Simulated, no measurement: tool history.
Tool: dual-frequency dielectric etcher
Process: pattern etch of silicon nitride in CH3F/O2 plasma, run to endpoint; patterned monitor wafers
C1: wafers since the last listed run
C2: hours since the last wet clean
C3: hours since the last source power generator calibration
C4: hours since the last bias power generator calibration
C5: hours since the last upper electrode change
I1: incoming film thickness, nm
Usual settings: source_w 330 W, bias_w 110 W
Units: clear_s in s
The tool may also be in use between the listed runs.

Run 1, hour 0: usual settings but source_w 310 W; C1 0; C2 37.2; C3 3588.1; C4 3237.5; C5 1922.6; I1 91. Result: clear_s 94.2 s.
Run 2, hour 77.7: usual settings but source_w 370 W; C1 647; C2 114.9; C3 3665.8; C4 3315.2; C5 2000.3; I1 90.8. Result: clear_s 90.9 s.
Run 3, hour 90.2: usual settings but source_w 370 W; C1 104; C2 127.4; C3 3678.3; C4 3327.7; C5 2012.8; I1 90. Result: clear_s 88.5 s.
Run 4, hour 115.9: usual settings but source_w 370 W; C1 214; C2 153.1; C3 3704; C4 3353.4; C5 2038.5; I1 91.5. Result: clear_s 91.9 s.
Run 5, hour 138.9: usual settings; C1 191; C2 176.1; C3 3727; C4 3376.4; C5 2061.5; I1 90.8. Result: clear_s 91 s.
Run 6, hour 159.2: usual settings; C1 169; C2 196.4; C3 3747.3; C4 3396.7; C5 2081.8; I1 92. Result: clear_s 93.4 s.
Run 7, hour 178.8: usual settings; C1 163; C2 216; C3 3766.9; C4 3416.3; C5 2101.4; I1 91.9. Result: clear_s 93.8 s.
Run 8, hour 193.7: usual settings; C1 124; C2 230.9; C3 3781.8; C4 3431.2; C5 2116.3; I1 90.8. Result: clear_s 91.4 s.
Run 9, hour 216.4: usual settings; C1 189; C2 253.6; C3 3804.5; C4 3453.9; C5 2139; I1 91.7. Result: clear_s 93.3 s.
Run 10, hour 238.4: usual settings; C1 183; C2 275.6; C3 3826.5; C4 3475.9; C5 2161; I1 90.6. Result: clear_s 91.9 s.
At hour 289.6: upper electrode replaced.
At hour 290.8: bias power generator calibrated.
Run 11, hour 313.1: usual settings; C1 412; C2 350.3; C3 3901.2; C4 22.3; C5 23.5; I1 90.5. Result: clear_s 91.2 s.
Run 12, hour 339.4: usual settings; C1 219; C2 376.6; C3 3927.5; C4 48.6; C5 49.8; I1 90.5. Result: clear_s 91.8 s.
Run 13, hour 371.8: usual settings; C1 270; C2 409; C3 3959.9; C4 81; C5 82.2; I1 92.2. Result: clear_s 93.6 s.
Run 14, hour 395.1: usual settings; C1 194; C2 432.3; C3 3983.2; C4 104.3; C5 105.5; I1 90.4. Result: clear_s 92.3 s.
At hour 430.4: source power generator calibrated.
Run 15, hour 430.9: usual settings but source_w 380 W; C1 265; C2 468.1; C3 0.5; C4 140.1; C5 141.3; I1 91.6. Result: clear_s 87.9 s.
Run 16, hour 446.9: usual settings; C1 133; C2 484.1; C3 16.5; C4 156.1; C5 157.3; I1 90.9. Result: clear_s 92.6 s.
Run 17, hour 468.4: usual settings but source_w 260 W, bias_w 123 W; C1 179; C2 505.6; C3 38; C4 177.6; C5 178.8; I1 90.2. Result: clear_s 94.2 s.
Run 18, hour 489.5: usual settings but source_w 360 W, bias_w 118 W; C1 175; C2 526.7; C3 59.1; C4 198.7; C5 199.9; I1 90.9. Result: clear_s 88 s.
Run 19, hour 538.1: usual settings but source_w 270 W, bias_w 88 W; C1 405; C2 575.3; C3 107.7; C4 247.3; C5 248.5; I1 90.7. Result: clear_s 103.1 s.
Run 20, hour 553.8: usual settings but source_w 250 W, bias_w 126 W; C1 130; C2 591; C3 123.4; C4 263; C5 264.2; I1 90. Result: clear_s 94.8 s.
Run 21, hour 589.1: usual settings but source_w 360 W, bias_w 132 W; C1 294; C2 626.3; C3 158.7; C4 298.3; C5 299.5; I1 90.3. Result: clear_s 85 s.
At hour 615.5: wet clean of the chamber.
Run 22, hour 621.2: usual settings; C1 67; C2 5.7; C3 190.8; C4 330.4; C5 331.6; I1 90.7. Result: clear_s 92.4 s.
Run 23, hour 641.8: usual settings but source_w 350 W; C1 171; C2 26.3; C3 211.4; C4 351; C5 352.2; I1 92. Result: clear_s 90.8 s.
Run 24, hour 667.8: usual settings but source_w 270 W, bias_w 85 W; C1 216; C2 52.3; C3 237.4; C4 377; C5 378.2; I1 91.1. Result: clear_s 104.1 s.
Run 25, hour 700.2: usual settings but bias_w 137 W; C1 270; C2 84.7; C3 269.8; C4 409.4; C5 410.6; I1 90.8. Result: clear_s 85.6 s.
Run 26, hour 734.9: usual settings; C1 289; C2 119.4; C3 304.5; C4 444.1; C5 445.3; I1 90.5. Result: clear_s 92 s.
Run 27, hour 780.6: usual settings; C1 380; C2 165.1; C3 350.2; C4 489.8; C5 491; I1 91.1. Result: clear_s 92 s.
Run 28, hour 811.2: usual settings; C1 255; C2 195.7; C3 380.8; C4 520.4; C5 521.6; I1 91. Result: clear_s 92.3 s.

3 ways to go on from here, each from the tool as it stands after run 28. What would each give?
Run A, hour 811.7: usual settings but bias_w 135 W; C1 4; C2 196.2; C3 381.3; C4 520.9; C5 522.1; I1 90.6. Result: clear_s ?.
Run B, hour 811.7: usual settings but bias_w 125 W; C1 4; C2 196.2; C3 381.3; C4 520.9; C5 522.1; I1 90.6. Result: clear_s ?.
Run C, hour 811.7: usual settings but source_w 360 W; C1 4; C2 196.2; C3 381.3; C4 520.9; C5 522.1; I1 90.6. Result: clear_s ?.

run  clear_s
  A     87.2
  B     89.2
  C     90.4
Without the tool's hidden state the same runs would have given:
run  clear_s
  A     87.2
  B     89.2
  C     90.4

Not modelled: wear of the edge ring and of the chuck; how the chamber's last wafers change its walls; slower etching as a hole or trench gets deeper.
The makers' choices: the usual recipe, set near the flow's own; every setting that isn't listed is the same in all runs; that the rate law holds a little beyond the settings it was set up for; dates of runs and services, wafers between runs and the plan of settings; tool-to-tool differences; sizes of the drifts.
